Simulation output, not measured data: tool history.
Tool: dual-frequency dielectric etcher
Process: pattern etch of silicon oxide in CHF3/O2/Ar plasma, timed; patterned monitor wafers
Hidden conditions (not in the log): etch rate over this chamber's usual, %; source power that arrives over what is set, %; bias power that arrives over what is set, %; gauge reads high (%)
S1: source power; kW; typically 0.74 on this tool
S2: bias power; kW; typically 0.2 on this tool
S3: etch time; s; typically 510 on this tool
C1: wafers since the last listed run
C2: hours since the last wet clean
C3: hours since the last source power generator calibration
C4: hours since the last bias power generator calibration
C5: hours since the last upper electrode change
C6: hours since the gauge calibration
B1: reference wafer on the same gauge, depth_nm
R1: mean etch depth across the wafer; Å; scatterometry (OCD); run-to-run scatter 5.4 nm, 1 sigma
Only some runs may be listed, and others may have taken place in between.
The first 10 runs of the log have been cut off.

Run 11, hour 233.6: usual settings; C1 79; C2 495.9; C3 1488.8; C4 2957.8; C5 2743.5; C6 806.3; B1 1210.1. Result: R1 11194 Å.
At hour 280: wet clean of the chamber.
Run 12, hour 280.5: usual settings but S3 436.5 s; C1 97; C2 0.5; C3 1535.7; C4 3004.7; C5 2790.4; C6 853.2; B1 1209.5. Result: R1 9604 Å.
Run 13, hour 302.3: usual settings but S1 0.61 kW, S2 0.217 kW, S3 641 s; C1 93; C2 22.3; C3 1557.5; C4 3026.5; C5 2812.2; C6 875; B1 1210.5. Result: R1 13121 Å.
Run 14, hour 314.7: usual settings; C1 53; C2 34.7; C3 1569.9; C4 3038.9; C5 2824.6; C6 887.4; B1 1208.4. Result: R1 11309 Å.
At hour 328.3: source power generator calibrated.
Run 15, hour 329.4: usual settings but S1 0.68 kW, S2 0.159 kW, S3 421 s; C1 45; C2 49.4; C3 1.1; C4 3053.6; C5 2839.3; C6 902.1; B1 1210.7. Result: R1 8402 Å.
At hour 335.2: gauge calibrated.
Run 16, hour 351.9: usual settings but S1 0.89 kW, S2 0.227 kW, S3 382.5 s; C1 96; C2 71.9; C3 23.6; C4 3076.1; C5 2861.8; C6 16.7; B1 1210.7. Result: R1 9501 Å.
Run 17, hour 369.1: usual settings but S3 660 s; C1 73; C2 89.1; C3 40.8; C4 3093.3; C5 2879; C6 33.9; B1 1210.2. Result: R1 14474 Å.
Run 18, hour 391: usual settings but S3 399 s; C1 93; C2 111; C3 62.7; C4 3115.2; C5 2900.9; C6 55.8; B1 1210.4. Result: R1 8754 Å.
At hour 407.4: bias power generator calibrated.
Run 19, hour 420: usual settings but S1 0.67 kW, S2 0.219 kW, S3 639 s; C1 106; C2 140; C3 91.7; C4 12.6; C5 2929.9; C6 84.8; B1 1209.9. Result: R1 13703 Å.
Run 20, hour 440.9: usual settings; C1 89; C2 160.9; C3 112.6; C4 33.5; C5 2950.8; C6 105.7; B1 1211.1. Result: R1 11213 Å.
At hour 489: upper electrode replaced.
Run 21, hour 489.5: usual settings but S3 560.5 s; C1 105; C2 209.5; C3 161.2; C4 82.1; C5 0.5; C6 154.3; B1 1209.4. Result: R1 12336 Å.
Run 22, hour 491.1: usual settings but S1 0.65 kW, S2 0.232 kW, S3 406 s; C1 6; C2 211.1; C3 162.8; C4 83.7; C5 2.1; C6 155.9; B1 1210. Result: R1 8715 Å.
Run 23, hour 525.6: usual settings but S1 0.87 kW, S3 556 s; C1 147; C2 245.6; C3 197.3; C4 118.2; C5 36.6; C6 190.4; B1 1210.7. Result: R1 13256 Å.
Run 24, hour 558.8: usual settings but S2 0.185 kW; C1 141; C2 278.8; C3 230.5; C4 151.4; C5 69.8; C6 223.6; B1 1210.6. Result: R1 10983 Å.
Run 25, hour 571.7: usual settings but S1 0.79 kW, S2 0.213 kW; C1 55; C2 291.7; C3 243.4; C4 164.3; C5 82.7; C6 236.5; B1 1210.1. Result: R1 11813 Å.
Run 26, hour 593.3: usual settings but S1 0.8 kW; C1 92; C2 313.3; C3 265; C4 185.9; C5 104.3; C6 258.1; B1 1211.3. Result: R1 11614 Å.
Run 27, hour 605.4: usual settings but S1 0.69 kW, S2 0.218 kW, S3 623.5 s; C1 51; C2 325.4; C3 277.1; C4 198; C5 116.4; C6 270.2; B1 1209.6. Result: R1 13578 Å.
Run 28, hour 630.5: usual settings but S1 0.61 kW; C1 107; C2 350.5; C3 302.2; C4 223.1; C5 141.5; C6 295.3; B1 1209.6. Result: R1 10215 Å.
Run 29, hour 657.9: usual settings but S1 0.68 kW, S2 0.243 kW; C1 117; C2 377.9; C3 329.6; C4 250.5; C5 168.9; C6 322.7; B1 1210.8. Result: R1 11408 Å.
Run 30, hour 691.3: usual settings but S1 0.86 kW, S2 0.185 kW, S3 415.5 s; C1 142; C2 411.3; C3 363; C4 283.9; C5 202.3; C6 356.1; B1 1210.7. Result: R1 9666 Å.

Each row is a separate what-if for the run after 30, all from the same tool condition, not one after another. Results?
Run A, hour 691.9: usual settings but S1 0.58 kW; C1 2; C2 411.9; C3 363.6; C4 284.5; C5 202.9; C6 356.7; B1 ?. Result: R1 ?.
Run B, hour 691.9: usual settings but S1 0.8 kW, S2 0.152 kW, S3 425.5 s; C1 2; C2 411.9; C3 363.6; C4 284.5; C5 202.9; C6 356.7; B1 ?. Result: R1 ?.
Run C, hour 691.9: usual settings but S1 0.66 kW, S2 0.172 kW, S3 573 s; C1 2; C2 411.9; C3 363.6; C4 284.5; C5 202.9; C6 356.7; B1 ?. Result: R1 ?.
Run D, hour 691.9: usual settings but S2 0.227 kW, S3 555 s; C1 2; C2 411.9; C3 363.6; C4 284.5; C5 202.9; C6 356.7; B1 ?. Result: R1 ?.

run      B1     R1
  A  1210.5   9962
  B  1210.5   9045
  C  1210.5  11456
  D  1210.5  12677
What these runs would have given with no unlogged condition in the tool:
run     R1
  A   9962
  B   9045
  C  11456
  D  12677
